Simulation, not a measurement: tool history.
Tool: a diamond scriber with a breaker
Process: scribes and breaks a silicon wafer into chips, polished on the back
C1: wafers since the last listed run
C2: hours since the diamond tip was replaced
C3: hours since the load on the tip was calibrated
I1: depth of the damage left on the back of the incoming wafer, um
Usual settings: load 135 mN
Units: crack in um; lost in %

Run 1, hour 0.0: usual settings; C1 0; C2 648.1; C3 142.7; I1 0.05. Result: crack 9.04 um, lost 3.85 %.
Run 2, hour 93.7: usual settings; C1 587; C2 741.8; C3 236.4; I1 0.03. Result: crack 8.89 um, lost 5.70 %.
Run 3, hour 198.4: usual settings; C1 655; C2 846.5; C3 341.1; I1 0.03. Result: crack 8.59 um, lost 8.52 %.
Run 4, hour 245.6: usual settings; C1 295; C2 893.7; C3 388.3; I1 0.05. Result: crack 8.42 um, lost 11.77 %.
At hour 248.9: diamond tip replaced by a new one.
Run 5, hour 323.8: usual settings but load 109 mN; C1 477; C2 74.9; C3 466.5; I1 0.04. Result: crack 7.74 um, lost 23.11 %.
Run 6, hour 553.8: usual settings but load 148 mN; C1 1440; C2 304.9; C3 696.5; I1 0.03. Result: crack 9.80 um, lost 2.81 %.
Run 7, hour 617.6: usual settings but load 151 mN; C1 399; C2 368.7; C3 760.3; I1 0.03. Result: crack 9.58 um, lost 2.73 %.
Run 8, hour 658.3: usual settings but load 151 mN; C1 254; C2 409.4; C3 801.0; I1 0.04. Result: crack 9.35 um, lost 3.16 %.
At hour 691.9: load on the tip recalibrated.
Run 9, hour 744.9: usual settings; C1 530; C2 496.0; C3 53.0; I1 0.02. Result: crack 9.64 um, lost 2.79 %.
Run 10, hour 821.0: usual settings; C1 476; C2 572.1; C3 129.1; I1 0.03. Result: crack 9.48 um, lost 3.08 %.
Run 11, hour 878.5: usual settings; C1 360; C2 629.6; C3 186.6; I1 0.03. Result: crack 9.36 um, lost 3.98 %.
Run 12, hour 958.4: usual settings but load 146 mN; C1 500; C2 709.5; C3 266.5; I1 0.04. Result: crack 9.63 um, lost 2.33 %.
Run 13, hour 1002.2: usual settings but load 104 mN; C1 274; C2 753.3; C3 310.3; I1 0.01. Result: crack 6.66 um, lost 36.90 %.
Run 14, hour 1062.0: usual settings but load 155 mN; C1 374; C2 813.1; C3 370.1; I1 0.04. Result: crack 9.92 um, lost 2.24 %.
At hour 1131.4: diamond tip replaced by a new one.
Run 15, hour 1133.2: usual settings but load 110 mN; C1 433; C2 1.8; C3 441.3; I1 0.05. Result: crack 7.74 um, lost 19.27 %.
Run 16, hour 1174.4: usual settings; C1 258; C2 43.0; C3 482.5; I1 0.04. Result: crack 9.60 um, lost 2.93 %.
Run 17, hour 1222.3: usual settings but load 103 mN; C1 300; C2 90.9; C3 530.4; I1 0.02. Result: crack 7.15 um, lost 31.45 %.
Run 18, hour 1326.5: usual settings but load 163 mN; C1 652; C2 195.1; C3 634.6; I1 0.03. Result: crack 10.99 um, lost 4.10 %.
At hour 1374.5: load on the tip recalibrated.
Run 19, hour 1384.7: usual settings but load 146 mN; C1 352; C2 253.3; C3 10.2; I1 0.05. Result: crack 10.71 um, lost 2.94 %.
Run 20, hour 1456.2: usual settings but load 98 mN; C1 447; C2 324.8; C3 81.7; I1 0.02. Result: crack 7.20 um, lost 29.43 %.

4 ways to go on from here, each from the tool as it stands after run 20. What would each give?
Run A, hour 1456.7: usual settings but load 171 mN; C1 3; C2 325.3; C3 82.2; I1 0.04. Result: crack ?, lost ?.
Run B, hour 1456.7: usual settings but load 172 mN; C1 3; C2 325.3; C3 82.2; I1 0.04. Result: crack ?, lost ?.
Run C, hour 1456.7: usual settings but load 96 mN; C1 3; C2 325.3; C3 82.2; I1 0.04. Result: crack ?, lost ?.
Run D, hour 1456.7: usual settings but load 99 mN; C1 3; C2 325.3; C3 82.2; I1 0.04. Result: crack ?, lost ?.

run  crack   lost
  A  12.19  12.99
  B  12.25  13.51
  C   6.92  33.66
  D   7.16  28.72
Without the tool's hidden state the same runs would have given:
run  crack   lost
  A  12.34  14.26
  B  12.40  14.81
  C   7.00  31.92
  D   7.25  27.05

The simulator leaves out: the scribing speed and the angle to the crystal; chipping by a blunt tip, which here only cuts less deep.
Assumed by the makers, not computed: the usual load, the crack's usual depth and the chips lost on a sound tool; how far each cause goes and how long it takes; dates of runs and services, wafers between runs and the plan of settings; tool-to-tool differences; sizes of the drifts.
